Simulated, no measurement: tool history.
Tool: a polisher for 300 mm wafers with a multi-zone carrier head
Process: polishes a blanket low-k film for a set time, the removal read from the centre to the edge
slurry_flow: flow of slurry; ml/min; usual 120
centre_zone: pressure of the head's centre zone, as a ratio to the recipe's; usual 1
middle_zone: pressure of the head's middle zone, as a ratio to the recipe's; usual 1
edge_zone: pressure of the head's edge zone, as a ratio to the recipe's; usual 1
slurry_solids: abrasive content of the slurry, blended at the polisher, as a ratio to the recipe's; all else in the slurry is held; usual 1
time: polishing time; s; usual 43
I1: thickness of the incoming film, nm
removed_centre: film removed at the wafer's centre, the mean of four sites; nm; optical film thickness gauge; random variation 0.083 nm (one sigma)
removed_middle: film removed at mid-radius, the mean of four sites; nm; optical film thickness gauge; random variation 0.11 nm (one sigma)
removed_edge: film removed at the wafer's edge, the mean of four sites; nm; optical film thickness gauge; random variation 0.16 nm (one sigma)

run 1 hour=0 | slurry_flow=120 centre_zone=1 middle_zone=1 edge_zone=1 slurry_solids=1 time=43 | I1=547.5 | removed_centre=11.6 removed_middle=12.2 removed_edge=12.2
-- hour=7.7 worn pad replaced by a new one
run 2 hour=9.8 | slurry_flow=120 centre_zone=0.89 middle_zone=1 edge_zone=1 slurry_solids=1 time=47 | I1=531.7 | removed_centre=11.6 removed_middle=13.5 removed_edge=13.9
run 3 hour=24.2 | slurry_flow=120 centre_zone=1 middle_zone=1.05 edge_zone=1 slurry_solids=1 time=43 | I1=551.1 | removed_centre=12.1 removed_middle=12.9 removed_edge=12.4
run 4 hour=31.5 | slurry_flow=160 centre_zone=1 middle_zone=1 edge_zone=1 slurry_solids=1 time=43 | I1=541 | removed_centre=12.7 removed_middle=13.1 removed_edge=13.1
run 5 hour=43.6 | slurry_flow=120 centre_zone=1 middle_zone=1.05 edge_zone=1 slurry_solids=1.25 time=43 | I1=538 | removed_centre=13.2 removed_middle=14.3 removed_edge=13.6
run 6 hour=59.7 | slurry_flow=120 centre_zone=1 middle_zone=1 edge_zone=1.07 slurry_solids=1 time=43 | I1=537.3 | removed_centre=11.8 removed_middle=12.4 removed_edge=12.9
run 7 hour=71.7 | slurry_flow=120 centre_zone=1 middle_zone=1 edge_zone=1 slurry_solids=1 time=43 | I1=536.8 | removed_centre=11.9 removed_middle=12.3 removed_edge=12.1
-- hour=74.6 slurry nozzle cleaned
run 8 hour=84.4 | slurry_flow=120 centre_zone=1 middle_zone=0.92 edge_zone=1.06 slurry_solids=1 time=43 | I1=539.1 | removed_centre=12.5 removed_middle=12.2 removed_edge=13.2
-- hour=110.8 worn pad replaced by a new one
run 9 hour=114.4 | slurry_flow=145 centre_zone=1 middle_zone=1.11 edge_zone=1 slurry_solids=1 time=43 | I1=535.8 | removed_centre=12.9 removed_middle=14.6 removed_edge=13
run 10 hour=125.9 | slurry_flow=120 centre_zone=1 middle_zone=1 edge_zone=1.08 slurry_solids=1 time=43 | I1=537.4 | removed_centre=12.3 removed_middle=13 removed_edge=13.4
run 11 hour=137.3 | slurry_flow=120 centre_zone=1 middle_zone=1 edge_zone=0.92 slurry_solids=1 time=43 | I1=546.7 | removed_centre=12.1 removed_middle=12.5 removed_edge=12.3
run 12 hour=149.9 | slurry_flow=120 centre_zone=1 middle_zone=1 edge_zone=1 slurry_solids=1 time=43 | I1=535.8 | removed_centre=11.9 removed_middle=12.7 removed_edge=12.2
-- hour=159.3 centre zone pressure recalibrated
run 13 hour=159.8 | slurry_flow=120 centre_zone=1 middle_zone=1 edge_zone=1 slurry_solids=1 time=43 | I1=534.3 | removed_centre=12 removed_middle=12.7 removed_edge=12.4
run 14 hour=170.6 | slurry_flow=120 centre_zone=1 middle_zone=1 edge_zone=1 slurry_solids=1 time=43 | I1=551.2 | removed_centre=11.8 removed_middle=12.4 removed_edge=12.4
run 15 hour=177.2 | slurry_flow=120 centre_zone=1 middle_zone=1.05 edge_zone=1 slurry_solids=1 time=57 | I1=534.3 | removed_centre=15.7 removed_middle=17.1 removed_edge=16.2
run 16 hour=191.4 | slurry_flow=120 centre_zone=1 middle_zone=1 edge_zone=1 slurry_solids=1.15 time=56 | I1=544.3 | removed_centre=16.2 removed_middle=17 removed_edge=16.5
run 17 hour=208.2 | slurry_flow=110 centre_zone=1 middle_zone=1.1 edge_zone=1 slurry_solids=1 time=43 | I1=543.8 | removed_centre=11.3 removed_middle=12.9 removed_edge=11.7
run 18 hour=216.1 | slurry_flow=120 centre_zone=1 middle_zone=1 edge_zone=1 slurry_solids=1 time=43 | I1=537.1 | removed_centre=11.5 removed_middle=11.9 removed_edge=12.1
run 19 hour=229.2 | slurry_flow=160 centre_zone=1 middle_zone=0.96 edge_zone=1 slurry_solids=1 time=43 | I1=538.1 | removed_centre=12.1 removed_middle=12.3 removed_edge=12.6
-- hour=238 worn pad replaced by a new one
run 20 hour=243.7 | slurry_flow=120 centre_zone=1 middle_zone=1 edge_zone=1 slurry_solids=1 time=43 | I1=539.9 | removed_centre=11.7 removed_middle=12.2 removed_edge=12.3
run 21 hour=255.8 | slurry_flow=130 centre_zone=1 middle_zone=1 edge_zone=1.04 slurry_solids=1.1 time=43 | I1=538 | removed_centre=12.5 removed_middle=13.2 removed_edge=13.5
run 22 hour=269.8 | slurry_flow=120 centre_zone=1.07 middle_zone=0.92 edge_zone=0.91 slurry_solids=1 time=43 | I1=543.7 | removed_centre=12.6 removed_middle=11.4 removed_edge=11.9
run 23 hour=286.4 | slurry_flow=145 centre_zone=1 middle_zone=1 edge_zone=1 slurry_solids=1 time=43 | I1=541.8 | removed_centre=12.4 removed_middle=12.9 removed_edge=12.4

Forecast each of these 3 alternatives for the next run:
run A hour=286.8 | slurry_flow=120 centre_zone=1 middle_zone=1.06 edge_zone=1 slurry_solids=1 time=43 | I1=539.4 | removed_centre=? removed_middle=? removed_edge=?
run B hour=286.8 | slurry_flow=120 centre_zone=1 middle_zone=1 edge_zone=1 slurry_solids=0.9 time=43 | I1=539.4 | removed_centre=? removed_middle=? removed_edge=?
run C hour=286.8 | slurry_flow=90 centre_zone=1 middle_zone=1 edge_zone=1 slurry_solids=1 time=43 | I1=539.4 | removed_centre=? removed_middle=? removed_edge=?

run=A removed_centre=11.7 removed_middle=12.7 removed_edge=12.5
run=B removed_centre=11.2 removed_middle=11.5 removed_edge=11.9
run=C removed_centre=10.7 removed_middle=11.2 removed_edge=11.9
Without the tool's hidden state the same runs would have given:
run=A removed_centre=13.1 removed_middle=13.9 removed_edge=13.3
run=B removed_centre=12.5 removed_middle=12.7 removed_edge=12.7
run=C removed_centre=12.3 removed_middle=12.5 removed_edge=12.8
